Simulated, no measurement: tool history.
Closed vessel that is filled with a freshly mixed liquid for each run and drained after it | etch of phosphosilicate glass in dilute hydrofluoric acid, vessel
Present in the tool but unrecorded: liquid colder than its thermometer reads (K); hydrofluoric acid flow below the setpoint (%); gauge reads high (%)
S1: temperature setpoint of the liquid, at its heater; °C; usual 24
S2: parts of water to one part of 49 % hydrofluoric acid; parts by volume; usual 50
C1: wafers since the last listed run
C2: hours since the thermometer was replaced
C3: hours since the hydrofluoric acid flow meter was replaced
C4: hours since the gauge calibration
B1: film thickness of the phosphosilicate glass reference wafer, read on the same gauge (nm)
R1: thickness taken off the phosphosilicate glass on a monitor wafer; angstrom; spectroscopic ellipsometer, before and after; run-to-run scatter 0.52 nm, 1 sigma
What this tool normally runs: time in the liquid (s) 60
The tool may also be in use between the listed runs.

run 1 hour=0 | S1=24 S2=50 time_in_the_liquid_(s)=60 | C1=0 C2=405.5 C3=674.6 C4=275.2 | B1=80.01 | R1=1284.9
run 2 hour=26.5 | S1=26 S2=50 time_in_the_liquid_(s)=60 | C1=3748 C2=432 C3=701.1 C4=301.7 | B1=80 | R1=1378
run 3 hour=95.1 | S1=26 S2=50 time_in_the_liquid_(s)=60 | C1=9704 C2=500.6 C3=769.7 C4=370.3 | B1=79.97 | R1=1373.8
run 4 hour=110.7 | S1=26 S2=50 time_in_the_liquid_(s)=60 | C1=2206 C2=516.2 C3=785.3 C4=385.9 | B1=79.99 | R1=1371
run 5 hour=136.9 | S1=24 S2=30 time_in_the_liquid_(s)=60 | C1=3706 C2=542.4 C3=811.5 C4=412.1 | B1=79.99 | R1=2177.5
run 6 hour=171.8 | S1=24 S2=30 time_in_the_liquid_(s)=60 | C1=4937 C2=577.3 C3=846.4 C4=447 | B1=80.02 | R1=2162.5
run 7 hour=186.1 | S1=24 S2=55 time_in_the_liquid_(s)=60 | C1=2022 C2=591.6 C3=860.7 C4=461.3 | B1=80 | R1=1138.1
run 8 hour=215.6 | S1=24 S2=60 time_in_the_liquid_(s)=60 | C1=4173 C2=621.1 C3=890.2 C4=490.8 | B1=79.97 | R1=1033.6
-- hour=232.3 hydrofluoric acid flow meter replaced
run 9 hour=251.1 | S1=24 S2=50 time_in_the_liquid_(s)=35 | C1=4880 C2=656.6 C3=18.8 C4=526.3 | B1=79.99 | R1=710.9
run 10 hour=269.2 | S1=21 S2=65 time_in_the_liquid_(s)=60 | C1=2560 C2=674.7 C3=36.9 C4=544.4 | B1=80.02 | R1=814.8
-- hour=276.9 gauge calibrated
-- hour=300.7 thermometer replaced
run 11 hour=310.6 | S1=27 S2=35 time_in_the_liquid_(s)=60 | C1=5715 C2=9.9 C3=78.3 C4=33.7 | B1=80 | R1=2008
-- hour=323.4 hydrofluoric acid flow meter replaced, repeated, since the last time left the tool worse
run 12 hour=337.5 | S1=22 S2=50 time_in_the_liquid_(s)=60 | C1=3663 C2=36.8 C3=14.1 C4=60.6 | B1=79.99 | R1=1207.1
run 13 hour=364.6 | S1=21 S2=65 time_in_the_liquid_(s)=60 | C1=3833 C2=63.9 C3=41.2 C4=87.7 | B1=79.99 | R1=873.6
run 14 hour=380 | S1=24 S2=55 time_in_the_liquid_(s)=60 | C1=2178 C2=79.3 C3=56.6 C4=103.1 | B1=80.01 | R1=1182.7
run 15 hour=439.2 | S1=28 S2=40 time_in_the_liquid_(s)=50 | C1=8374 C2=138.5 C3=115.8 C4=162.3 | B1=79.99 | R1=1629
run 16 hour=458.3 | S1=21.5 S2=65 time_in_the_liquid_(s)=80 | C1=2701 C2=157.6 C3=134.9 C4=181.4 | B1=80.03 | R1=1182.8
run 17 hour=492.6 | S1=26.5 S2=50 time_in_the_liquid_(s)=60 | C1=4852 C2=191.9 C3=169.2 C4=215.7 | B1=80 | R1=1440.6

What was the tool's hidden state at every run in the log?
liquid colder than its thermometer reads (K): 0 at every run
gauge reads high (%): 0 at every run
H1: hydrofluoric acid flow below the setpoint (%)
run=1 H1=3.15
run=2 H1=3.25
run=3 H1=3.52
run=4 H1=3.58
run=5 H1=3.68
run=6 H1=3.81
run=7 H1=3.87
run=8 H1=3.98
run=9 H1=6.58
run=10 H1=6.65
run=11 H1=6.81
run=12 H1=0.361
run=13 H1=0.464
run=14 H1=0.523
run=15 H1=0.75
run=16 H1=0.823
run=17 H1=0.955
